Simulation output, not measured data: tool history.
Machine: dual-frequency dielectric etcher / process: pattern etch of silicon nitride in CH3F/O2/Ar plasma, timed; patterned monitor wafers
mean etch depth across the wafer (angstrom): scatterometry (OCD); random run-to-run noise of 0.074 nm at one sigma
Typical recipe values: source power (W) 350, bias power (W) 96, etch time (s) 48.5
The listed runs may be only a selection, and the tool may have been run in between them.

run,hour,source power (W),bias power (W),etch time (s),wafers since the last listed run,hours since the last wet clean,hours since the last source power generator calibration,hours since the last bias power generator calibration,hours since the last upper electrode change,hours since the gauge calibration,"read-back reference wafer on the same gauge, depth_nm",mean etch depth across the wafer (angstrom)
1,0.0,350,107,53.0,0,632.4,3476.5,1674.3,1778.8,304.2,35.20,427.6
# hour 42.8: wet clean of the chamber
2,43.3,350,107,53.0,134,0.5,3519.8,1717.6,1822.1,347.5,35.20,421.4
3,75.5,350,96,48.5,224,32.7,3552.0,1749.8,1854.3,379.7,35.20,372.6
4,243.5,350,96,59.0,1170,200.7,3720.0,1917.8,2022.3,547.7,35.20,455.9
5,289.6,350,96,59.0,321,246.8,3766.1,1963.9,2068.4,593.8,35.20,455.5
6,413.2,350,96,59.0,861,370.4,3889.7,2087.5,2192.0,717.4,35.21,458.2
7,477.9,330,96,48.5,450,435.1,3954.4,2152.2,2256.7,782.1,35.20,373.3
8,532.3,330,96,48.5,379,489.5,4008.8,2206.6,2311.1,836.5,35.19,373.8
9,600.7,330,96,48.5,476,557.9,4077.2,2275.0,2379.5,904.9,35.20,374.6
10,640.4,350,96,48.5,276,597.6,4116.9,2314.7,2419.2,944.6,35.20,378.8
11,669.0,350,96,48.5,199,626.2,4145.5,2343.3,2447.8,973.2,35.21,380.6
# hour 702.1: upper electrode replaced
# hour 708.4: source power generator calibrated
# hour 739.8: wet clean of the chamber
12,740.3,350,96,48.5,134,0.5,31.9,2414.6,38.2,1044.5,35.20,374.5
13,796.0,420,96,48.5,388,56.2,87.6,2470.3,93.9,1100.2,35.20,390.0
14,822.7,330,96,48.5,186,82.9,114.3,2497.0,120.6,1126.9,35.19,370.8
# hour 856.6: gauge calibrated
15,868.2,400,86,48.5,317,128.4,159.8,2542.5,166.1,11.6,35.19,372.8
16,930.0,320,96,42.0,430,190.2,221.6,2604.3,227.9,73.4,35.20,321.0
17,979.5,380,96,37.0,344,239.7,271.1,2653.8,277.4,122.9,35.21,293.2
18,1010.0,380,117,41.5,212,270.2,301.6,2684.3,307.9,153.4,35.21,351.2
# hour 1026.5: bias power generator calibrated
19,1038.3,350,96,43.0,169,298.5,329.9,11.8,336.2,181.7,35.21,332.6
20,1076.9,350,96,54.5,268,337.1,368.5,50.4,374.8,220.3,35.20,420.1
21,1112.2,380,117,41.5,245,372.4,403.8,85.7,410.1,255.6,35.21,348.6
22,1182.1,350,96,48.5,487,442.3,473.7,155.6,480.0,325.5,35.20,376.0
23,1230.7,350,96,48.5,338,490.9,522.3,204.2,528.6,374.1,35.20,375.6
24,1259.0,400,96,48.5,197,519.2,550.6,232.5,556.9,402.4,35.20,385.9
# hour 1306.8: wet clean of the chamber
25,1330.4,350,96,48.5,330,23.6,622.0,303.9,628.3,473.8,35.19,373.1
26,1376.9,310,96,48.5,324,70.1,668.5,350.4,674.8,520.3,35.20,365.1
27,1409.8,350,87,48.5,229,103.0,701.4,383.3,707.7,553.2,35.20,361.1
28,1460.3,350,96,48.5,351,153.5,751.9,433.8,758.2,603.7,35.18,373.1
29,1518.4,350,111,54.0,404,211.6,810.0,491.9,816.3,661.8,35.21,437.9
30,1568.2,260,96,48.5,347,261.4,859.8,541.7,866.1,711.6,35.21,355.5

Entry by entry between the runs, the difference in hidden state between the last listed run before and the first listed run after:
Logged between run 1 and run 2: wet clean of the chamber (hour 42.8)
  etch rate over this chamber's usual, %: 1.24 -> -0.0706; bias power that arrives over what is set, %: 1.47 -> 1.56
  difference, measured minus the result without the unlogged condition, mean etch depth across the wafer (angstrom): +7.3 -> +1.9
Logged between run 11 and run 12: upper electrode replaced (hour 702.1); source power generator calibrated (hour 708.4); wet clean of the chamber (hour 739.8)
  etch rate over this chamber's usual, %: 1.32 -> 0.161; bias power that arrives over what is set, %: 3.13 -> 3.34
  difference, measured minus the result without the unlogged condition, mean etch depth across the wafer (angstrom): +8.8 -> +4.7
Logged between run 14 and run 15: gauge calibrated (hour 856.6)
  etch rate over this chamber's usual, %: 0.344 -> 0.445; bias power that arrives over what is set, %: 3.59 -> 3.73
  difference, measured minus the result without the unlogged condition, mean etch depth across the wafer (angstrom): +5.6 -> +6.1
Logged between run 18 and run 19: bias power generator calibrated (hour 1026.5)
  etch rate over this chamber's usual, %: 0.76 -> 0.823; bias power that arrives over what is set, %: 4.19 -> 0.975
  difference, measured minus the result without the unlogged condition, mean etch depth across the wafer (angstrom): +7.6 -> +3.7
Logged between run 24 and run 25: wet clean of the chamber (hour 1306.8)
  etch rate over this chamber's usual, %: 1.31 -> 0.218; bias power that arrives over what is set, %: 1.01 -> 1.03
  difference, measured minus the result without the unlogged condition, mean etch depth across the wafer (angstrom): +6.3 -> +2.1
